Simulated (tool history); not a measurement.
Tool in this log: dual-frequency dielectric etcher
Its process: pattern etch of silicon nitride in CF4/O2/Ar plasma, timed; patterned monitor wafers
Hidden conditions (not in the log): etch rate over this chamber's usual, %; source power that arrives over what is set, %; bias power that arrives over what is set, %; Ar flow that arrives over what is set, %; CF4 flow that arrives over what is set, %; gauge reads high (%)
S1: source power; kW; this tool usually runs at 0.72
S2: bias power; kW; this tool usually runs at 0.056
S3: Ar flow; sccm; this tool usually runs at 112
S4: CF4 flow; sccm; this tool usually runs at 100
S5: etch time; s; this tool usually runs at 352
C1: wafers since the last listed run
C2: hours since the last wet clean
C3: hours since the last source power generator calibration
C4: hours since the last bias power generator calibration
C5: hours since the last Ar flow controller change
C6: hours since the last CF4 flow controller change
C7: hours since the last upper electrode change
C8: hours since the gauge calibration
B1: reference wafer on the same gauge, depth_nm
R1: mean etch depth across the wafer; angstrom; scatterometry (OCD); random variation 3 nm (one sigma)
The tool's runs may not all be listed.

Run 1, day 0: usual settings; C1 0; C2 163.3; C3 2080.3; C4 3491.2; C5 3894.9; C6 4191.9; C7 3505.4; C8 499.5; B1 1092.7. Result: R1 9248 angstrom.
Run 2, day 4.104: usual settings; C1 538; C2 261.8; C3 2178.8; C4 3589.7; C5 3993.4; C6 4290.4; C7 3603.9; C8 598; B1 1092.8. Result: R1 9168 angstrom.
Run 3, day 8.421: usual settings but S2 0.067 kW; C1 565; C2 365.4; C3 2282.4; C4 3693.3; C5 4097; C6 4394; C7 3707.5; C8 701.6; B1 1092.5. Result: R1 9832 angstrom.
Run 4, day 11.775: usual settings but S2 0.067 kW; C1 439; C2 445.9; C3 2362.9; C4 3773.8; C5 4177.5; C6 4474.5; C7 3788; C8 782.1; B1 1093. Result: R1 9866 angstrom.
Run 5, day 13.967: usual settings but S1 0.85 kW, S3 123 sccm; C1 287; C2 498.5; C3 2415.5; C4 3826.4; C5 4230.1; C6 4527.1; C7 3840.6; C8 834.7; B1 1092.3. Result: R1 10549 angstrom.
Run 6, day 15.712: usual settings but S5 406 s; C1 228; C2 540.4; C3 2457.4; C4 3868.3; C5 4272; C6 4569; C7 3882.5; C8 876.6; B1 1092.7. Result: R1 10396 angstrom.
Run 7, day 19.117: usual settings but S5 406 s; C1 446; C2 622.1; C3 2539.1; C4 3950; C5 4353.7; C6 4650.7; C7 3964.2; C8 958.3; B1 1092.7. Result: R1 10350 angstrom.
At day 21.129: wet clean of the chamber.
Run 8, day 21.508: usual settings but S5 406 s; C1 182; C2 9.1; C3 2596.5; C4 4007.4; C5 4411.1; C6 4708.1; C7 4021.6; C8 1015.7; B1 1092.9. Result: R1 10615 angstrom.
At day 25.938: source power generator calibrated.
Run 9, day 25.958: usual settings but S5 305.5 s; C1 561; C2 115.9; C3 0.5; C4 4114.2; C5 4517.9; C6 4814.9; C7 4128.4; C8 1122.5; B1 1092.9. Result: R1 8253 angstrom.
At day 27.733: CF4 flow controller replaced.
Run 10, day 28.071: usual settings but S4 88 sccm, S5 273 s; C1 244; C2 166.6; C3 51.2; C4 4164.9; C5 4568.6; C6 8.1; C7 4179.1; C8 1173.2; B1 1092.8. Result: R1 7250 angstrom.
At day 29.921: upper electrode replaced.
Run 11, day 29.942: usual settings but S1 0.9 kW, S3 133 sccm, S5 267.5 s; C1 114; C2 211.5; C3 96.1; C4 4209.8; C5 4613.5; C6 53; C7 0.5; C8 1218.1; B1 1093.2. Result: R1 8737 angstrom.
At day 32.175: bias power generator calibrated.
At day 33.488: Ar flow controller replaced.
Run 12, day 33.508: usual settings; C1 412; C2 297.1; C3 181.7; C4 32; C5 0.5; C6 138.6; C7 86.1; C8 1303.7; B1 1092.8. Result: R1 9455 angstrom.
Run 13, day 35.633: usual settings but S1 0.85 kW, S2 0.068 kW, S3 131 sccm, S4 110 sccm; C1 278; C2 348.1; C3 232.7; C4 83; C5 51.5; C6 189.6; C7 137.1; C8 1354.7; B1 1092.4. Result: R1 12029 angstrom.
Run 14, day 37.583: usual settings but S1 0.87 kW, S2 0.068 kW, S5 251 s; C1 255; C2 394.9; C3 279.5; C4 129.8; C5 98.3; C6 236.4; C7 183.9; C8 1401.5; B1 1092.9. Result: R1 8880 angstrom.
At day 39.538: gauge calibrated.
Run 15, day 40.517: usual settings but S1 0.56 kW, S2 0.048 kW, S5 254.5 s; C1 384; C2 465.3; C3 349.9; C4 200.2; C5 168.7; C6 306.8; C7 254.3; C8 23.5; B1 1093.7. Result: R1 4827 angstrom.
Run 16, day 42.792: usual settings but S2 0.051 kW, S4 123 sccm, S5 436 s; C1 298; C2 519.9; C3 404.5; C4 254.8; C5 223.3; C6 361.4; C7 308.9; C8 78.1; B1 1092.8. Result: R1 11418 angstrom.
At day 45.975: wet clean of the chamber.
Run 17, day 45.996: usual settings; C1 288; C2 0.5; C3 481.4; C4 331.7; C5 300.2; C6 438.3; C7 385.8; C8 155; B1 1093.2. Result: R1 9556 angstrom.
Run 18, day 48.533: usual settings but S3 139 sccm, S4 75 sccm, S5 293.5 s; C1 332; C2 61.4; C3 542.3; C4 392.6; C5 361.1; C6 499.2; C7 446.7; C8 215.9; B1 1093.3. Result: R1 7240 angstrom.
Run 19, day 50.625: usual settings but S1 0.54 kW, S2 0.044 kW, S3 100 sccm; C1 274; C2 111.6; C3 592.5; C4 442.8; C5 411.3; C6 549.4; C7 496.9; C8 266.1; B1 1092.8. Result: R1 6386 angstrom.
Run 20, day 53.458: usual settings but S2 0.046 kW; C1 371; C2 179.6; C3 660.5; C4 510.8; C5 479.3; C6 617.4; C7 564.9; C8 334.1; B1 1093.2. Result: R1 8719 angstrom.
Run 21, day 56.688: usual settings; C1 423; C2 257.1; C3 738; C4 588.3; C5 556.8; C6 694.9; C7 642.4; C8 411.6; B1 1093.5. Result: R1 9466 angstrom.
Run 22, day 59.388: usual settings; C1 353; C2 321.9; C3 802.8; C4 653.1; C5 621.6; C6 759.7; C7 707.2; C8 476.4; B1 1092.2. Result: R1 9433 angstrom.

How the hidden state differs across the entries between the runs, from the last listed run before each to the first after it:
Run 7 -> run 8: wet clean of the chamber (day 21.129)
  etch rate over this chamber's usual, %: -2.02 -> 0.221; source power that arrives over what is set, %: -3.62 -> -3.79
  difference, measured minus the result without the unlogged condition, R1: -633 -> -417 angstrom
Run 8 -> run 9: source power generator calibrated (day 25.938)
  etch rate over this chamber's usual, %: 0.221 -> -0.162; source power that arrives over what is set, %: -3.79 -> 0.0214
  difference, measured minus the result without the unlogged condition, R1: -417 -> -11 angstrom
Run 9 -> run 10: CF4 flow controller replaced (day 27.733)
  etch rate over this chamber's usual, %: -0.162 -> -0.343; source power that arrives over what is set, %: 0.0214 -> 0.0199
  difference, measured minus the result without the unlogged condition, R1: -11 -> -24 angstrom
Run 10 -> run 11: upper electrode replaced (day 29.921)
  etch rate over this chamber's usual, %: -0.343 -> -0.504; source power that arrives over what is set, %: 0.0199 -> 0.016
  difference, measured minus the result without the unlogged condition, R1: -24 -> -42 angstrom
Run 11 -> run 12: bias power generator calibrated (day 32.175); Ar flow controller replaced (day 33.488)
  etch rate over this chamber's usual, %: -0.504 -> -0.811; source power that arrives over what is set, %: 0.016 -> 0.00215
  difference, measured minus the result without the unlogged condition, R1: -42 -> -77 angstrom
Run 14 -> run 15: gauge calibrated (day 39.538)
  etch rate over this chamber's usual, %: -1.16 -> -1.41; source power that arrives over what is set, %: -0.0241 -> -0.05
  difference, measured minus the result without the unlogged condition, R1: -106 -> -72 angstrom
Run 16 -> run 17: wet clean of the chamber (day 45.975)
  etch rate over this chamber's usual, %: -1.61 -> 0.262; source power that arrives over what is set, %: -0.074 -> -0.114
  difference, measured minus the result without the unlogged condition, R1: -195 -> +14 angstrom
